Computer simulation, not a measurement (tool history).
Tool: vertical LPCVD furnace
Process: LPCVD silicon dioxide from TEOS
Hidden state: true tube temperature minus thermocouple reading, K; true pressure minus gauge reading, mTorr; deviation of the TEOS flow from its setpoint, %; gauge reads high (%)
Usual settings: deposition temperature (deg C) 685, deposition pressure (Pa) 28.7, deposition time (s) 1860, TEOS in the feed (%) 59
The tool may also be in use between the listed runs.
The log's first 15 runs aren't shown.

run,hour,deposition temperature (deg C),deposition pressure (Pa),deposition time (s),TEOS in the feed (%),wafers since the last listed run,hours since the last temperature calibration,hours since the pressure gauge was zeroed,hours since the TEOS flow controller was replaced,hours since the gauge calibration,"read-back reference wafer on the same gauge, thickness",film thickness on the monitor wafer in the middle of the boat (nm)
# hour 1355.3: TEOS flow controller replaced
16,1366.2,685,28.7,1530,59,787,454.8,425.5,10.9,3523.3,130.88,112.47
17,1423,685,28.7,1860,59,943,511.6,482.3,67.7,3580.1,130.96,136.5
18,1505.2,675,28.7,1860,59,1365,593.8,564.5,149.9,3662.3,131.12,106.92
# hour 1560.3: gauge calibrated
19,1572,685,28.7,1860,59,1109,660.6,631.3,216.7,11.7,131.12,136.97
20,1657.7,685,32.7,2580,51,1423,746.3,717,302.4,97.4,131.01,188.92
21,1801.8,685,23.3,2250,59,2393,890.4,861.1,446.5,241.5,130.97,149.29
22,1882.4,674,28.7,1860,59,1338,971,941.7,527.1,322.1,130.96,104.38
23,1939.8,677,22.7,1500,59,953,1028.4,999.1,584.5,379.5,131.04,81.03
24,2045.7,685,22.7,1860,59,1759,1134.3,1105,690.4,485.4,131.01,121.76
25,2136.2,685,28.7,1860,59,1503,1224.8,1195.5,780.9,575.9,131.01,136.74
26,2205.8,694,23.3,1860,59,1156,1294.4,1265.1,850.5,645.5,131.08,152.56
27,2367.6,685,28.7,1860,50,2687,1456.2,1426.9,1012.3,807.3,131,125.85
28,2415,697,28.7,1860,59,787,1503.6,1474.3,1059.7,854.7,131.03,181.18
29,2514.9,685,28.7,1860,63,1659,1603.5,1574.2,1159.6,954.6,131.17,141.03
30,2596.3,685,28.7,1860,59,1352,1684.9,1655.6,1241,1036,131.14,135.71

5 ways to go on from here, each from the tool as it stands after run 30. What would each give?
A,2601.7,685,28.7,1860,67,89,1690.3,1661,1246.4,1041.4,?,?
B,2601.7,679,28.7,1860,48,89,1690.3,1661,1246.4,1041.4,?,?
C,2601.7,679,28.7,1860,65,89,1690.3,1661,1246.4,1041.4,?,?
D,2601.7,685,30.7,1230,59,89,1690.3,1661,1246.4,1041.4,?,?
E,2601.7,685,28.7,2250,55,89,1690.3,1661,1246.4,1041.4,?,?

run,"read-back reference wafer on the same gauge, thickness",film thickness on the monitor wafer in the middle of the boat (nm)
A,131.03,145.43
B,131.03,106.49
C,131.03,123.92
D,131.03,93.34
E,131.03,159.39
Without the tool's hidden state the same runs would have given:
run,film thickness on the monitor wafer in the middle of the boat (nm)
A,145.43
B,106.49
C,123.92
D,93.34
E,159.39
